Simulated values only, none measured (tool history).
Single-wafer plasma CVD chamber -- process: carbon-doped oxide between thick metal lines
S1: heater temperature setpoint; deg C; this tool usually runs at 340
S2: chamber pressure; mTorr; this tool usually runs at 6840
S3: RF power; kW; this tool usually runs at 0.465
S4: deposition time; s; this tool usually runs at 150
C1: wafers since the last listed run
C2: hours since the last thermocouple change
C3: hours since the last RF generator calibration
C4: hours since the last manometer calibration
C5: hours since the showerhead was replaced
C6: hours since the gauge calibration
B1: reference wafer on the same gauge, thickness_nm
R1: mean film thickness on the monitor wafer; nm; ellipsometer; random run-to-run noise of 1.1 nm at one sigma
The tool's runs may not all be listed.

| run | hour | S1 | S2 | S3 | S4 | C1 | C2 | C3 | C4 | C5 | C6 | B1 | R1 |
|---|---|---|---|---|---|---|---|---|---|---|---|---|---|
| 1 | 0.0 | 340 | 6840 | 0.465 | 150 | 0 | 1381.7 | 1770.6 | 1145.7 | 2452.0 | 54.8 | 726.162 | 700.741 |
| 2 | 9.9 | 340 | 6840 | 0.465 | 150 | 85 | 1391.6 | 1780.5 | 1155.6 | 2461.9 | 64.7 | 726.180 | 699.175 |
| 3 | 17.0 | 340 | 6840 | 0.465 | 150 | 61 | 1398.7 | 1787.6 | 1162.7 | 2469.0 | 71.8 | 726.108 | 698.805 |
| 4 | 51.5 | 340 | 6840 | 0.465 | 150 | 296 | 1433.2 | 1822.1 | 1197.2 | 2503.5 | 106.3 | 726.045 | 700.504 |
| 5 | 67.1 | 340 | 6840 | 0.465 | 150 | 134 | 1448.8 | 1837.7 | 1212.8 | 2519.1 | 121.9 | 725.893 | 699.235 |
| 6 | 79.3 | 340 | 6840 | 0.465 | 150 | 104 | 1461.0 | 1849.9 | 1225.0 | 2531.3 | 134.1 | 726.183 | 697.682 |
| 7 | 91.6 | 340 | 6140 | 0.465 | 150 | 105 | 1473.3 | 1862.2 | 1237.3 | 2543.6 | 146.4 | 726.070 | 689.124 |
| 8 | 108.2 | 340 | 6140 | 0.465 | 150 | 142 | 1489.9 | 1878.8 | 1253.9 | 2560.2 | 163.0 | 725.870 | 692.511 |
| 9 | 117.9 | 340 | 6140 | 0.465 | 150 | 83 | 1499.6 | 1888.5 | 1263.6 | 2569.9 | 172.7 | 725.949 | 690.776 |
|  | 132.6 | RF generator calibrated |
|  | 137.9 | showerhead replaced |
| 10 | 138.4 | 340 | 6840 | 0.465 | 150 | 62 | 1520.1 | 5.8 | 1284.1 | 0.5 | 193.2 | 726.335 | 757.891 |
| 11 | 138.8 | 333 | 6840 | 0.430 | 150 | 3 | 1520.5 | 6.2 | 1284.5 | 0.9 | 193.6 | 725.990 | 707.799 |
| 12 | 142.0 | 340 | 6840 | 0.465 | 150 | 27 | 1523.7 | 9.4 | 1287.7 | 4.1 | 196.8 | 725.937 | 758.783 |
| 13 | 154.3 | 340 | 6840 | 0.465 | 150 | 105 | 1536.0 | 21.7 | 1300.0 | 16.4 | 209.1 | 726.098 | 757.234 |
| 14 | 161.1 | 340 | 6840 | 0.465 | 150 | 58 | 1542.8 | 28.5 | 1306.8 | 23.2 | 215.9 | 725.844 | 757.101 |
|  | 170.2 | gauge calibrated |
| 15 | 173.2 | 355 | 6840 | 0.465 | 150 | 103 | 1554.9 | 40.6 | 1318.9 | 35.3 | 3.0 | 726.036 | 727.272 |
| 16 | 183.5 | 346 | 6840 | 0.465 | 150 | 88 | 1565.2 | 50.9 | 1329.2 | 45.6 | 13.3 | 726.166 | 742.235 |
| 17 | 189.7 | 340 | 6840 | 0.465 | 150 | 53 | 1571.4 | 57.1 | 1335.4 | 51.8 | 19.5 | 725.877 | 755.930 |
| 18 | 203.8 | 325 | 6840 | 0.420 | 150 | 121 | 1585.5 | 71.2 | 1349.5 | 65.9 | 33.6 | 726.104 | 703.989 |
| 19 | 210.1 | 352 | 8120 | 0.465 | 163 | 54 | 1591.8 | 77.5 | 1355.8 | 72.2 | 39.9 | 725.908 | 802.004 |
| 20 | 254.3 | 326 | 7790 | 0.525 | 126 | 379 | 1636.0 | 121.7 | 1400.0 | 116.4 | 84.1 | 726.044 | 741.304 |
| 21 | 266.4 | 340 | 6840 | 0.465 | 150 | 103 | 1648.1 | 133.8 | 1412.1 | 128.5 | 96.2 | 726.108 | 749.622 |
|  | 283.5 | thermocouple changed; heater temperature recalibrated |
|  | 284.6 | capacitance manometer re-zeroed and calibrated |
| 22 | 285.1 | 340 | 8090 | 0.465 | 141 | 82 | 1.6 | 152.5 | 0.5 | 147.2 | 114.9 | 726.012 | 712.629 |
| 23 | 286.7 | 346 | 6840 | 0.510 | 170 | 13 | 3.2 | 154.1 | 2.1 | 148.8 | 116.5 | 725.947 | 908.787 |
| 24 | 302.2 | 340 | 6840 | 0.465 | 150 | 133 | 18.7 | 169.6 | 17.6 | 164.3 | 132.0 | 726.368 | 746.561 |
| 25 | 353.9 | 346 | 6840 | 0.510 | 170 | 444 | 70.4 | 221.3 | 69.3 | 216.0 | 183.7 | 726.245 | 903.270 |
| 26 | 368.5 | 340 | 6840 | 0.465 | 150 | 125 | 85.0 | 235.9 | 83.9 | 230.6 | 198.3 | 725.995 | 745.766 |
| 27 | 383.1 | 354 | 5760 | 0.555 | 125 | 125 | 99.6 | 250.5 | 98.5 | 245.2 | 212.9 | 725.848 | 687.179 |

What would each run have given without the hidden state, its run-to-run variation left as it was?
Hidden conditions of the tool in this case: wafer temperature above the value expected at the setpoint (K); delivered RF power above the setpoint (%); true pressure above the setpoint (%); gauge reads high (%).
| run | R1 |
|---|---|
| 1 | 761.485 |
| 2 | 759.861 |
| 3 | 759.514 |
| 4 | 761.622 |
| 5 | 760.356 |
| 6 | 758.755 |
| 7 | 749.532 |
| 8 | 753.330 |
| 9 | 751.508 |
| 10 | 758.991 |
| 11 | 709.023 |
| 12 | 760.144 |
| 13 | 759.467 |
| 14 | 759.812 |
| 15 | 730.685 |
| 16 | 746.412 |
| 17 | 760.606 |
| 18 | 710.069 |
| 19 | 808.412 |
| 20 | 749.686 |
| 21 | 759.181 |
| 22 | 722.794 |
| 23 | 921.584 |
| 24 | 758.363 |
| 25 | 920.542 |
| 26 | 761.879 |
| 27 | 701.282 |

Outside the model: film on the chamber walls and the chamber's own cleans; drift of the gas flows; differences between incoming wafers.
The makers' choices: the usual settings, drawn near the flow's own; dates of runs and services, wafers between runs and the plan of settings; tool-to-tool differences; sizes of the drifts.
